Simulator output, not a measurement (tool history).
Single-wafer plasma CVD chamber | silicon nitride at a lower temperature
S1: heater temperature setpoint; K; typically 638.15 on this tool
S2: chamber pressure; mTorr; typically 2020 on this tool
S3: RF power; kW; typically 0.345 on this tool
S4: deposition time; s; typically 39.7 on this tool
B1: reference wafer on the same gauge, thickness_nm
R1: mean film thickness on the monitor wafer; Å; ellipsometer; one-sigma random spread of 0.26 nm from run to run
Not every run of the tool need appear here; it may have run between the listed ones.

| run | day | S1 | S2 | S3 | S4 | B1 | R1 |
|---|---|---|---|---|---|---|---|
| 1 | 0.000 | 638.15 | 2020 | 0.345 | 39.7 | 47.054 | 457.19 |
| 2 | 1.446 | 638.15 | 2020 | 0.345 | 39.7 | 47.109 | 458.57 |
|  | 1.838 | RF generator calibrated |
| 3 | 2.175 | 627.15 | 1760 | 0.345 | 39.7 | 47.071 | 468.25 |
|  | 2.579 | showerhead replaced |
| 4 | 2.733 | 627.15 | 1760 | 0.345 | 39.7 | 47.026 | 467.69 |
|  | 3.104 | thermocouple changed; heater temperature recalibrated |
| 5 | 3.579 | 627.15 | 1760 | 0.345 | 39.7 | 47.059 | 464.43 |
| 6 | 4.096 | 638.15 | 2020 | 0.345 | 39.7 | 47.134 | 475.07 |
| 7 | 4.988 | 638.15 | 2020 | 0.345 | 39.7 | 47.082 | 475.58 |
| 8 | 5.979 | 638.15 | 2020 | 0.345 | 39.7 | 47.154 | 476.84 |
|  | 6.417 | capacitance manometer re-zeroed and calibrated |
| 9 | 6.592 | 645.15 | 2020 | 0.345 | 39.7 | 47.058 | 469.20 |
| 10 | 7.550 | 638.15 | 2020 | 0.315 | 35.0 | 47.170 | 391.16 |
| 11 | 8.479 | 638.15 | 2020 | 0.315 | 35.0 | 47.192 | 389.13 |
| 12 | 9.088 | 638.15 | 2020 | 0.345 | 39.7 | 47.186 | 466.96 |
| 13 | 9.950 | 638.15 | 2020 | 0.380 | 32.8 | 47.099 | 420.36 |
| 14 | 11.317 | 638.15 | 2440 | 0.300 | 32.7 | 47.069 | 368.51 |
| 15 | 12.208 | 638.15 | 2280 | 0.345 | 39.7 | 47.044 | 483.34 |
| 16 | 13.258 | 638.15 | 1520 | 0.345 | 32.8 | 47.143 | 359.27 |
| 17 | 14.312 | 643.15 | 2420 | 0.380 | 44.7 | 47.054 | 586.97 |
| 18 | 15.675 | 638.15 | 2020 | 0.400 | 43.3 | 47.034 | 559.44 |
| 19 | 16.579 | 638.15 | 2020 | 0.345 | 39.7 | 47.071 | 470.20 |
| 20 | 17.933 | 625.15 | 2020 | 0.345 | 43.9 | 47.147 | 518.98 |
| 21 | 18.633 | 649.15 | 2020 | 0.345 | 44.2 | 47.075 | 510.51 |
| 22 | 19.792 | 650.15 | 2160 | 0.345 | 39.7 | 47.164 | 470.20 |
|  | 19.867 | gauge calibrated |
| 23 | 20.921 | 643.15 | 2020 | 0.345 | 34.9 | 47.159 | 408.14 |
| 24 | 21.746 | 638.15 | 2380 | 0.275 | 39.7 | 47.111 | 409.99 |
| 25 | 22.908 | 623.15 | 1690 | 0.345 | 39.7 | 47.060 | 444.08 |
| 26 | 23.817 | 647.15 | 2430 | 0.395 | 46.6 | 47.126 | 618.19 |
| 27 | 25.000 | 646.15 | 2020 | 0.375 | 47.5 | 47.086 | 587.56 |
| 28 | 26.312 | 638.15 | 2020 | 0.345 | 42.8 | 47.123 | 496.26 |

Alternative continuations, all from the tool just after run 28; predict every row:
| A | 26.329 | 625.15 | 2020 | 0.345 | 39.7 | ? | ? |
| B | 26.329 | 628.15 | 2500 | 0.290 | 37.2 | ? | ? |
| C | 26.329 | 650.15 | 2190 | 0.345 | 45.3 | ? | ? |
| D | 26.329 | 630.15 | 1890 | 0.345 | 45.8 | ? | ? |
| E | 26.329 | 645.15 | 2490 | 0.380 | 42.1 | ? | ? |

| run | B1 | R1 |
|---|---|---|
| A | 47.102 | 466.31 |
| B | 47.102 | 405.75 |
| C | 47.102 | 536.51 |
| D | 47.102 | 527.77 |
| E | 47.102 | 550.05 |
What these runs would have given with no unlogged condition in the tool:
| run | R1 |
|---|---|
| A | 490.52 |
| B | 428.18 |
| C | 564.37 |
| D | 555.18 |
| E | 578.11 |
